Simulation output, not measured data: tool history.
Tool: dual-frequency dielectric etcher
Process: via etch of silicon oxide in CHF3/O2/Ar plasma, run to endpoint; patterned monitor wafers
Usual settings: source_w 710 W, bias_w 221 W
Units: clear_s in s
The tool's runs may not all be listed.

run,hour,source_w,bias_w,"incoming incoming film thickness, nm",clear_s
1,0,770,185,402.8,180.5
2,59.6,770,185,398.2,178.5
3,86.8,770,185,402.5,178.4
4,120.3,710,221,397.8,169.6
5,146.9,710,221,403.3,172.5
6,193.9,800,221,400.2,163.9
7,256.1,710,221,398.6,170.9
8,318.2,710,221,400.8,173
9,374.6,710,221,401.8,170.9
10,439.6,710,221,401.5,171.8
11,491.8,710,221,401.9,172.8
12,563.1,710,251,403.1,166.1
13,628.9,710,251,399.2,164.6
14,669.2,710,221,404.3,174.5
15,730.4,710,221,401.3,171.8
16,746.4,570,171,402.3,210.9
17,867.1,550,221,400.7,189.1
18,922.3,780,182,403.1,180.5
19,971.8,710,270,398.2,159.5
20,995.9,600,221,405.1,186.4
21,1164.6,780,206,403.1,170.5
22,1192,710,221,398.3,172.5
23,1251.9,540,183,400.9,205.3
24,1312,760,198,399,174.9
25,1375.1,710,260,402.2,165.1
26,1404.2,600,172,401.5,204.8
27,1444,710,221,405,174.4
28,1498.9,710,221,399.1,172.1
29,1567.1,880,221,398.2,160
30,1625.3,600,172,400.9,202.5
31,1692.7,710,221,408.9,177.3
32,1738.4,710,265,398,160.5
33,1807.7,710,265,400,160.4
34,1869.5,710,221,403.7,173.4
35,1912.9,710,221,401.2,172.9
36,1975.2,620,252,400.3,174.6

Not shown: 6 entries that the log had between the listed runs. Between which runs, and how does the tool's hidden state differ before and after?
Between runs 9 and 10: wet clean of the chamber (hour 435.8)
  no hidden state differs between the two runs
Between runs 14 and 15: upper electrode replaced (hour 729.9)
  no hidden state differs between the two runs
Between runs 17 and 18: wet clean of the chamber (hour 919.2); source power generator calibrated (hour 921.8)
  no hidden state differs between the two runs
Between runs 24 and 25: bias power generator calibrated (hour 1336.9)
  no hidden state differs between the two runs
Between runs 27 and 28: wet clean of the chamber (hour 1470.2)
  no hidden state differs between the two runs

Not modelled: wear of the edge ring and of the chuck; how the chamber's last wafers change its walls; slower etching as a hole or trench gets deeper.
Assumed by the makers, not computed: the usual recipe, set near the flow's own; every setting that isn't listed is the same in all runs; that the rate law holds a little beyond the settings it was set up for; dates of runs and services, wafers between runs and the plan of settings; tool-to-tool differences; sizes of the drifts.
